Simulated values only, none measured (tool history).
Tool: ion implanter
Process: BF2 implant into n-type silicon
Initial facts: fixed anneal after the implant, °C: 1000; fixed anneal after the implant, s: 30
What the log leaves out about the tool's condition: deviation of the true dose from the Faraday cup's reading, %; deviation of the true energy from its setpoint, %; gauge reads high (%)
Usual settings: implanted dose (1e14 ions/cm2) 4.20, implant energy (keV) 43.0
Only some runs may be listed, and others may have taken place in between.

| run | day | implanted dose (1e14 ions/cm2) | implant energy (keV) | wafers since the last listed run | hours since the last dose calibration | hours since the extraction supply was calibrated | hours since the gauge calibration | read-back reference wafer on the same gauge, sheet resistance | sheet resistance of the implanted and annealed layer (ohm/square) |
|---|---|---|---|---|---|---|---|---|---|
| 1 | 0.000 | 4.20 | 43.0 | 0 | 625.8 | 4794.6 | 917.2 | 322.18 | 270.94 |
| 2 | 3.421 | 4.20 | 43.0 | 1702 | 707.9 | 4876.7 | 999.3 | 322.39 | 269.01 |
|  | 3.775 | gauge calibrated |
| 3 | 5.375 | 4.20 | 43.0 | 972 | 754.8 | 4923.6 | 38.4 | 322.19 | 267.28 |
| 4 | 7.529 | 3.91 | 43.0 | 1071 | 806.5 | 4975.3 | 90.1 | 322.05 | 286.89 |
|  | 9.908 | Faraday cup replaced and dose calibrated |
| 5 | 11.212 | 3.91 | 43.0 | 1666 | 31.3 | 5063.7 | 178.5 | 322.12 | 287.44 |
| 6 | 13.262 | 4.20 | 43.0 | 1020 | 80.5 | 5112.9 | 227.7 | 322.15 | 269.18 |
| 7 | 15.012 | 4.20 | 43.0 | 870 | 122.5 | 5154.9 | 269.7 | 321.68 | 270.46 |
| 8 | 18.842 | 4.20 | 43.0 | 1905 | 214.4 | 5246.8 | 361.6 | 322.13 | 272.04 |
|  | 19.792 | extraction supply calibrated |
| 9 | 22.450 | 4.20 | 43.0 | 1629 | 301.0 | 63.8 | 448.2 | 322.04 | 270.76 |
| 10 | 25.692 | 4.20 | 43.0 | 1613 | 378.8 | 141.6 | 526.0 | 321.87 | 268.04 |
| 11 | 28.675 | 4.20 | 52.0 | 1484 | 450.4 | 213.2 | 597.6 | 322.07 | 266.80 |
| 12 | 32.746 | 4.20 | 55.5 | 2025 | 548.1 | 310.9 | 695.3 | 321.97 | 264.03 |
| 13 | 36.929 | 4.66 | 34.5 | 2081 | 648.5 | 411.3 | 795.7 | 322.19 | 252.17 |
|  | 37.988 | Faraday cup replaced and dose calibrated |
| 14 | 40.562 | 4.20 | 43.0 | 1642 | 61.8 | 498.5 | 882.9 | 321.64 | 271.40 |
| 15 | 43.471 | 4.20 | 43.0 | 1447 | 131.6 | 568.3 | 952.7 | 322.04 | 271.05 |
| 16 | 45.238 | 3.48 | 29.0 | 879 | 174.0 | 610.7 | 995.1 | 322.14 | 330.92 |
| 17 | 49.558 | 3.59 | 39.0 | 2150 | 277.7 | 714.4 | 1098.8 | 322.28 | 313.04 |
|  | 49.633 | gauge calibrated |
| 18 | 53.808 | 3.41 | 52.5 | 2114 | 379.7 | 816.4 | 100.2 | 321.71 | 317.45 |
| 19 | 55.696 | 3.50 | 43.0 | 939 | 425.0 | 861.7 | 145.5 | 321.49 | 319.21 |
| 20 | 58.258 | 4.20 | 43.0 | 1275 | 486.5 | 923.2 | 207.0 | 322.21 | 267.21 |
| 21 | 62.371 | 4.20 | 43.0 | 2046 | 585.2 | 1021.9 | 305.7 | 321.98 | 268.68 |

For each run, what was the tool's unlogged condition?
deviation of the true dose from the Faraday cup's reading, %: 0 at every run
deviation of the true energy from its setpoint, %: 0 at every run
gauge reads high (%): 0 at every run
